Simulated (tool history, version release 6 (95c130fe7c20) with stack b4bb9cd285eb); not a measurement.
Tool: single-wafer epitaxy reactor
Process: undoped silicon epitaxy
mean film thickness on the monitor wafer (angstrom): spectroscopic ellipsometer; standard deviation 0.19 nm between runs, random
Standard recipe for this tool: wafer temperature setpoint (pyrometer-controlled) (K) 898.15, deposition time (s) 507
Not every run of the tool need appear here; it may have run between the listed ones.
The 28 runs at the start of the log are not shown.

run,hour,wafer temperature setpoint (pyrometer-controlled) (K),deposition time (s),"read-back reference wafer on the same gauge, thickness_nm",mean film thickness on the monitor wafer (angstrom)
29,2185,894.15,434,51.738,329.46
30,2265.8,911.15,437,51.77,517.42
31,2339,888.15,568,51.773,367.74
# hour 2348: gauge calibrated
32,2403.7,893.15,579,51.845,427.61
33,2483.5,898.15,558,51.86,469.9
# hour 2538.6: pyrometer calibrated
34,2541.3,889.15,465,51.866,326.47
35,2579.7,912.15,469,51.893,596.25
36,2673.2,892.15,570,51.748,424.45
37,2721.4,898.15,507,51.765,440.08
38,2770.2,887.15,507,51.795,330.17
39,2818.5,898.15,507,51.758,438.61
40,2915.4,907.15,585,51.723,635.61
41,2988.6,911.15,536,51.814,642.91
42,3031,898.15,507,51.733,433.31

Forecast each of these 5 alternatives for the next run:
A,3031.5,898.15,507,?,?
B,3031.5,886.15,593,?,?
C,3031.5,893.15,507,?,?
D,3031.5,910.15,436,?,?
E,3031.5,906.15,473,?,?

run,"read-back reference wafer on the same gauge, thickness_nm",mean film thickness on the monitor wafer (angstrom)
A,51.845,433.75
B,51.845,368.03
C,51.845,379.91
D,51.845,509.25
E,51.845,498.53
With the hidden condition removed and each run's random variation left untouched, the same runs would have given:
run,mean film thickness on the monitor wafer (angstrom)
A,451.1
B,383.23
C,395.31
D,529
E,518.06
